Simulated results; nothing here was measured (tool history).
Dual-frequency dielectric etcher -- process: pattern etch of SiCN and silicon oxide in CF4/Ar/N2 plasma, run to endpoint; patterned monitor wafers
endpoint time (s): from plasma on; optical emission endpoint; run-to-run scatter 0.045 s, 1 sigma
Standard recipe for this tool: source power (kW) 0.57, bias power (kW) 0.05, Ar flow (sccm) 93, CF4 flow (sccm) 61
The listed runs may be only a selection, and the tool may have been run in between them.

run   hour  source power (kW)  bias power (kW)  Ar flow (sccm)  CF4 flow (sccm)  wafers since the last listed run  hours since the last wet clean  hours since the last source power generator calibration  hours since the last bias power generator calibration  hours since the last Ar flow controller change  hours since the last CF4 flow controller change  hours since the last upper electrode change  incoming incoming film thickness, nm  endpoint time (s)
  1      0               0.57             0.05              93               61                                 0                           343.5                                                   4920.7                                                 2114.6                                          4836.8                                           3216.1                                       4274.9                                  8.91                9.9
  2   25.7               0.57             0.05              93               61                               270                           369.2                                                   4946.4                                                 2140.3                                          4862.5                                           3241.8                                       4300.6                                  8.83                9.9
  3   43.6               0.57             0.05              93               61                               188                           387.1                                                   4964.3                                                 2158.2                                          4880.4                                           3259.7                                       4318.5                                  8.95                9.9
  4   72.6               0.57             0.05              93               61                               305                           416.1                                                   4993.3                                                 2187.2                                          4909.4                                           3288.7                                       4347.5                                  8.84                9.8
  5   90.1               0.57             0.05              93               61                               184                           433.6                                                   5010.8                                                 2204.7                                          4926.9                                           3306.2                                         4365                                  8.91                9.9
  6  162.5               0.57             0.05              93               61                               762                             506                                                   5083.2                                                 2277.1                                          4999.3                                           3378.6                                       4437.4                                  8.89                9.9
  7  179.3               0.57             0.05              93               61                               176                           522.8                                                     5100                                                 2293.9                                          5016.1                                           3395.4                                       4454.2                                  8.94                 10
     203.7  -- bias power generator calibrated
  8  206.6               0.57             0.05              93               61                               245                           550.1                                                   5127.3                                                    2.9                                          5043.4                                           3422.7                                       4481.5                                  8.81                 10
     214.1  -- Ar flow controller replaced
     233.5  -- wet clean of the chamber
  9  241.5               0.57             0.05              93               61                               100                               8                                                   5162.2                                                   37.8                                            27.4                                           3457.6                                       4516.4                                  9.07                9.7
     289.9  -- source power generator calibrated
     346.2  -- upper electrode replaced
 10  346.7               0.57             0.05              93               61                               812                           113.2                                                     56.8                                                    143                                           132.6                                           3562.8                                          0.5                                  8.95                9.7
 11  349.1               0.57             0.05              93               61                                25                           115.6                                                     59.2                                                  145.4                                             135                                           3565.2                                          2.9                                  8.99                9.7
 12  384.8               0.57             0.05              93               61                               375                           151.3                                                     94.9                                                  181.1                                           170.7                                           3600.9                                         38.6                                  8.85                9.5
 13  414.6               0.67             0.05              93               71                               313                           181.1                                                    124.7                                                  210.9                                           200.5                                           3630.7                                         68.4                                  8.87                8.2
 14  437.7               0.57            0.039              93               48                               243                           204.2                                                    147.8                                                    234                                           223.6                                           3653.8                                         91.5                                  8.95               11.2
 15  454.7               0.65            0.038              93               61                               178                           221.2                                                    164.8                                                    251                                           240.6                                           3670.8                                        108.5                                  8.95                9.5
 16  489.9               0.57             0.05              77               61                               370                           256.4                                                      200                                                  286.2                                           275.8                                             3706                                        143.7                                  8.92                9.4
 17  508.3               0.57             0.05              93               61                               193                           274.8                                                    218.4                                                  304.6                                           294.2                                           3724.4                                        162.1                                  8.83                9.6
     534.8  -- CF4 flow controller replaced
 18  535.3               0.57             0.05              93               61                               221                           301.8                                                    245.4                                                  331.6                                           321.2                                              0.5                                        189.1                                  8.95                9.8
 19  560.9               0.57            0.057              93               50                               269                           327.4                                                      271                                                  357.2                                           346.8                                             26.1                                        214.7                                  8.93                9.8
 20  595.7               0.57             0.05              85               53                               366                           362.2                                                    305.8                                                    392                                           381.6                                             60.9                                        249.5                                  8.96               10.1
 21  609.2               0.57             0.05              93               61                               142                           375.7                                                    319.3                                                  405.5                                           395.1                                             74.4                                          263                                  8.88                9.8
 22  632.4               0.49            0.054              93               61                               244                           398.9                                                    342.5                                                  428.7                                           418.3                                             97.6                                        286.2                                  8.89               10.7
 23    648               0.57            0.044              93               61                               164                           414.5                                                    358.1                                                  444.3                                           433.9                                            113.2                                        301.8                                  8.89               10.1
 24  682.9               0.45             0.05              93               61                               367                           449.4                                                      393                                                  479.2                                           468.8                                            148.1                                        336.7                                  8.91               11.8
 25  707.2               0.57             0.05             109               61                               255                           473.7                                                    417.3                                                  503.5                                           493.1                                            172.4                                          361                                  8.97               10.1

What if the next run were any one of these 3? Each begins from the tool's condition after run 25:
  A  707.6               0.57            0.054              93               61                                 4                           474.1                                                    417.7                                                  503.9                                           493.5                                            172.8                                        361.4                                  8.89                  ?
  B  707.6               0.52            0.041             106               61                                 4                           474.1                                                    417.7                                                  503.9                                           493.5                                            172.8                                        361.4                                  8.89                  ?
  C  707.6               0.66            0.045              79               52                                 4                           474.1                                                    417.7                                                  503.9                                           493.5                                            172.8                                        361.4                                  8.89                  ?

run  endpoint time (s)
  A                9.6
  B               11.4
  C                9.2
Without the tool's hidden state the same runs would have given:
run  endpoint time (s)
  A                9.3
  B               11.1
  C                  9
